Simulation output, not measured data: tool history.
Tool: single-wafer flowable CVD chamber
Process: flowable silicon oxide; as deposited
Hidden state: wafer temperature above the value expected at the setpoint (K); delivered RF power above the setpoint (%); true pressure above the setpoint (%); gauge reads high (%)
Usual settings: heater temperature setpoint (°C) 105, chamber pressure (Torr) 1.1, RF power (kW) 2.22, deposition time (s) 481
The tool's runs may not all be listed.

run,hour,heater temperature setpoint (°C),chamber pressure (Torr),RF power (kW),deposition time (s),wafers since the last listed run,hours since the last thermocouple change,hours since the last RF generator calibration,hours since the last manometer calibration,hours since the showerhead was replaced,hours since the gauge calibration,"read-back reference wafer on the same gauge, thickness_nm",mean film thickness on the monitor wafer (Å)
1,0,105,0.99,2.32,481,0,226.8,165.6,2118.8,42,1573.3,284.134,3155.05
2,52.4,105,1.1,2.22,481,211,279.2,218,2171.2,94.4,1625.7,284.115,3495.41
3,120.8,105,1.1,2.22,481,276,347.6,286.4,2239.6,162.8,1694.1,283.876,3497.99
4,180.9,105,1.1,2.22,481,242,407.7,346.5,2299.7,222.9,1754.2,284.29,3503.54
5,248.9,105,1.1,2.22,481,274,475.7,414.5,2367.7,290.9,1822.2,283.716,3491.79
6,292,105,1.1,2.44,517,174,518.8,457.6,2410.8,334,1865.3,283.563,3795.09
7,346,105,1.1,2.22,481,218,572.8,511.6,2464.8,388,1919.3,283.289,3478.35
# hour 410.7: capacitance manometer re-zeroed and calibrated
8,415,115,1.35,2.22,481,246,641.8,580.6,4.3,457,1988.3,283.007,2956.87
9,462.4,105,1.1,2.22,481,191,689.2,628,51.7,504.4,2035.7,283.601,3494
10,511.6,105,1.1,2.22,481,198,738.4,677.2,100.9,553.6,2084.9,283.187,3488.51
# hour 531.6: gauge calibrated
11,566.6,105,1.1,2.365,535,222,793.4,732.2,155.9,608.6,35,295.404,4052.87
12,617.3,119,1.29,2.22,481,204,844.1,782.9,206.6,659.3,85.7,294.317,2575.88
13,641.4,114,1.27,2.075,434,97,868.2,807,230.7,683.4,109.8,293.604,2704.49
14,682.7,105,1.1,2.22,455,166,909.5,848.3,272,724.7,151.1,293.273,3408.04
15,732,105,0.83,2.08,397,199,958.8,897.6,321.3,774,200.4,292.546,2177.9
16,786.8,105,1.1,2.22,481,221,1013.6,952.4,376.1,828.8,255.2,292.175,3595.33
17,842.3,105,1.1,2.22,558,224,1069.1,1007.9,431.6,884.3,310.7,291.68,4132.37
18,875.7,105,1.03,2.335,481,135,1102.5,1041.3,465,917.7,344.1,290.9,3367.64
19,939.6,114,1.19,1.9,505,258,1166.4,1105.2,528.9,981.6,408,290.084,2842.48
20,981.2,94,1.1,2.22,481,168,1208,1146.8,570.5,1023.2,449.6,289.194,5396.59
21,1019.4,105,1.1,2.22,481,154,1246.2,1185,608.7,1061.4,487.8,290.04,3561.17
22,1081.3,105,1.1,2.22,481,250,1308.1,1246.9,670.6,1123.3,549.7,288.89,3536.61
23,1120.4,105,1.1,2.22,481,158,1347.2,1286,709.7,1162.4,588.8,288.68,3538.45
24,1152.1,105,1.1,2.22,481,128,1378.9,1317.7,741.4,1194.1,620.5,287.601,3513.74
25,1217.9,105,1.1,2.075,420,265,1444.7,1383.5,807.2,1259.9,686.3,287.855,3048.48
26,1277.2,98,1.3,2.22,481,239,1504,1442.8,866.5,1319.2,745.6,287.438,5468.36
27,1330,105,1.1,2.635,481,213,1556.8,1495.6,919.3,1372,798.4,286.535,3607.25

5 ways to go on from here, each from the tool as it stands after run 27. What would each give?
A,1330.5,105,1.1,2.22,481,2,1557.3,1496.1,919.8,1372.5,798.9,?,?
B,1330.5,114,1.1,2.425,541,2,1557.3,1496.1,919.8,1372.5,798.9,?,?
C,1330.5,105,0.97,1.975,481,2,1557.3,1496.1,919.8,1372.5,798.9,?,?
D,1330.5,109,1.1,2.22,481,2,1557.3,1496.1,919.8,1372.5,798.9,?,?
E,1330.5,105,1.1,2.22,424,2,1557.3,1496.1,919.8,1372.5,798.9,?,?

run,"read-back reference wafer on the same gauge, thickness_nm",mean film thickness on the monitor wafer (Å)
A,286.704,3516.35
B,286.704,2884.13
C,286.704,3018.26
D,286.704,3026.23
E,286.704,3099.65
Without the tool's hidden state the same runs would have given:
run,mean film thickness on the monitor wafer (Å)
A,3638.05
B,2983.95
C,3122.72
D,3130.97
E,3206.93
